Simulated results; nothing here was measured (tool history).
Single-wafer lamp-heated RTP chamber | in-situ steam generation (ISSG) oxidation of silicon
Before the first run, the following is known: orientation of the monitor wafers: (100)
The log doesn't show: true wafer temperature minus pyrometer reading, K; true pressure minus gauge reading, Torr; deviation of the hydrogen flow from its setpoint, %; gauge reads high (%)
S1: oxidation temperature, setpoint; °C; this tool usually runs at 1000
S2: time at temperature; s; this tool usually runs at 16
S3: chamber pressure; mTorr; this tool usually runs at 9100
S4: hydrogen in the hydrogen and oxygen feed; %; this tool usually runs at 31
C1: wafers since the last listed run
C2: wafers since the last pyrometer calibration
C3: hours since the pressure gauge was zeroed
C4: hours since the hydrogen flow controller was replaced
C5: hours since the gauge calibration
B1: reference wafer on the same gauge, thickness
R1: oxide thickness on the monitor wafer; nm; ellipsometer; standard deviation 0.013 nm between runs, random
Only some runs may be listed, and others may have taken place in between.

run 1 hour=0.0 | S1=1000 S2=16 S3=9100 S4=31 | C1=0 C2=2823 C3=2336.2 C4=3507.9 C5=2473.2 | B1=5.895 | R1=5.505
run 2 hour=36.3 | S1=1000 S2=16 S3=9100 S4=31 | C1=522 C2=3345 C3=2372.5 C4=3544.2 C5=2509.5 | B1=5.894 | R1=5.513
run 3 hour=90.0 | S1=1000 S2=20 S3=9100 S4=31 | C1=772 C2=4118 C3=2426.2 C4=3597.9 C5=2563.2 | B1=5.885 | R1=6.117
run 4 hour=160.9 | S1=1000 S2=11 S3=9100 S4=31 | C1=1020 C2=5138 C3=2497.1 C4=3668.8 C5=2634.1 | B1=5.893 | R1=4.721
-- hour=287.9 pyrometer window cleaned and pyrometer calibrated
run 5 hour=451.9 | S1=1000 S2=16 S3=9100 S4=24 | C1=4071 C2=2358 C3=2788.1 C4=3959.8 C5=2925.1 | B1=5.888 | R1=5.160
run 6 hour=499.4 | S1=1000 S2=16 S3=9100 S4=31 | C1=683 C2=3042 C3=2835.6 C4=4007.3 C5=2972.6 | B1=5.889 | R1=5.516
-- hour=547.1 gauge calibrated
run 7 hour=551.7 | S1=1000 S2=16 S3=9100 S4=31 | C1=752 C2=3794 C3=2887.9 C4=4059.6 C5=4.6 | B1=5.885 | R1=5.504
run 8 hour=626.0 | S1=996 S2=16 S3=9100 S4=28 | C1=1068 C2=4863 C3=2962.2 C4=4133.9 C5=78.9 | B1=5.880 | R1=5.312
-- hour=703.4 hydrogen flow controller replaced
run 9 hour=703.9 | S1=1000 S2=16 S3=9100 S4=31 | C1=1005 C2=5869 C3=3040.1 C4=0.5 C5=156.8 | B1=5.894 | R1=5.555
run 10 hour=796.1 | S1=1000 S2=16 S3=9100 S4=31 | C1=1326 C2=7195 C3=3132.3 C4=92.7 C5=249.0 | B1=5.892 | R1=5.553
run 11 hour=857.2 | S1=1000 S2=16 S3=9100 S4=31 | C1=879 C2=8075 C3=3193.4 C4=153.8 C5=310.1 | B1=5.891 | R1=5.562
-- hour=880.8 pyrometer window cleaned and pyrometer calibrated
run 12 hour=949.7 | S1=1000 S2=16 S3=9100 S4=31 | C1=1215 C2=990 C3=3285.9 C4=246.3 C5=402.6 | B1=5.885 | R1=5.439
run 13 hour=1031.9 | S1=1000 S2=16 S3=9100 S4=31 | C1=1182 C2=2173 C3=3368.1 C4=328.5 C5=484.8 | B1=5.898 | R1=5.521
run 14 hour=1136.6 | S1=1000 S2=19 S3=9100 S4=31 | C1=1506 C2=3679 C3=3472.8 C4=433.2 C5=589.5 | B1=5.887 | R1=5.988
run 15 hour=1202.2 | S1=1006 S2=16 S3=9100 S4=31 | C1=943 C2=4623 C3=3538.4 C4=498.8 C5=655.1 | B1=5.889 | R1=5.719
-- hour=1264.1 pressure gauge zeroed
run 16 hour=1277.2 | S1=1000 S2=16 S3=9100 S4=31 | C1=963 C2=5587 C3=13.1 C4=573.8 C5=730.1 | B1=5.894 | R1=5.555
run 17 hour=1357.9 | S1=1000 S2=21 S3=7600 S4=31 | C1=1161 C2=6748 C3=93.8 C4=654.5 C5=810.8 | B1=5.886 | R1=6.433
run 18 hour=1430.9 | S1=984 S2=18 S3=9100 S4=32 | C1=1050 C2=7799 C3=166.8 C4=727.5 C5=883.8 | B1=5.892 | R1=5.547
-- hour=1449.3 pyrometer window cleaned and pyrometer calibrated
run 19 hour=1500.6 | S1=1008 S2=16 S3=8200 S4=24 | C1=887 C2=737 C3=236.5 C4=797.2 C5=953.5 | B1=5.887 | R1=5.320
run 20 hour=1595.4 | S1=1000 S2=16 S3=9100 S4=31 | C1=1363 C2=2101 C3=331.3 C4=892.0 C5=1048.3 | B1=5.892 | R1=5.489
run 21 hour=1645.1 | S1=1000 S2=16 S3=9600 S4=31 | C1=715 C2=2816 C3=381.0 C4=941.7 C5=1098.0 | B1=5.886 | R1=5.447
run 22 hour=1722.6 | S1=1014 S2=16 S3=9600 S4=32 | C1=1115 C2=3931 C3=458.5 C4=1019.2 C5=1175.5 | B1=5.894 | R1=5.847
run 23 hour=1782.2 | S1=1000 S2=13 S3=10100 S4=32 | C1=857 C2=4789 C3=518.1 C4=1078.8 C5=1235.1 | B1=5.889 | R1=4.969
run 24 hour=1852.1 | S1=1000 S2=16 S3=9100 S4=31 | C1=1005 C2=5794 C3=588.0 C4=1148.7 C5=1305.0 | B1=5.885 | R1=5.555
run 25 hour=1911.1 | S1=982 S2=22 S3=9100 S4=32 | C1=848 C2=6643 C3=647.0 C4=1207.7 C5=1364.0 | B1=5.891 | R1=6.000
-- hour=1977.0 pyrometer window cleaned and pyrometer calibrated
run 26 hour=1977.5 | S1=1010 S2=22 S3=8000 S4=32 | C1=840 C2=7 C3=713.4 C4=1274.1 C5=1430.4 | B1=5.891 | R1=6.630
run 27 hour=2066.9 | S1=1000 S2=16 S3=9100 S4=32 | C1=1286 C2=1293 C3=802.8 C4=1363.5 C5=1519.8 | B1=5.896 | R1=5.525
run 28 hour=2123.5 | S1=1000 S2=16 S3=9100 S4=32 | C1=814 C2=2108 C3=859.4 C4=1420.1 C5=1576.4 | B1=5.887 | R1=5.537
run 29 hour=2211.1 | S1=1015 S2=22 S3=9100 S4=32 | C1=1260 C2=3368 C3=947.0 C4=1507.7 C5=1664.0 | B1=5.889 | R1=6.870
run 30 hour=2259.1 | S1=996 S2=16 S3=9100 S4=28 | C1=690 C2=4059 C3=995.0 C4=1555.7 C5=1712.0 | B1=5.895 | R1=5.319
run 31 hour=2314.1 | S1=1013 S2=16 S3=9100 S4=31 | C1=791 C2=4850 C3=1050.0 C4=1610.7 C5=1767.0 | B1=5.896 | R1=5.852
run 32 hour=2374.0 | S1=1000 S2=16 S3=8400 S4=31 | C1=861 C2=5712 C3=1109.9 C4=1670.6 C5=1826.9 | B1=5.888 | R1=5.621

Below, some changes in R1 between adjacent runs. For each, the amount present without the hidden state too (settings, incoming material, random variation) and the amount remaining for the hidden state with gauge scatter not shared by both compared results:
Run 3 -> 4: S2 20 -> 11. R1 -1.396 nm: hidden state -0.055, all else -1.341.
Run 18 -> 19: S1 984 -> 1008, S2 18 -> 16, S3 9100 -> 8200, S4 32 -> 24, pyrometer window cleaned and pyrometer calibrated. R1 -0.227 nm: hidden state -0.126, all else -0.101.
Run 25 -> 26: S1 982 -> 1010, S3 9100 -> 8000, pyrometer window cleaned and pyrometer calibrated. R1 +0.630 nm: hidden state -0.169, all else +0.799.
Run 28 -> 29: S1 1000 -> 1015, S2 16 -> 22. R1 +1.333 nm: hidden state +0.089, all else +1.244.
Run 29 -> 30: S1 1015 -> 996, S2 22 -> 16, S4 32 -> 28. R1 -1.551 nm: hidden state -0.058, all else -1.493.
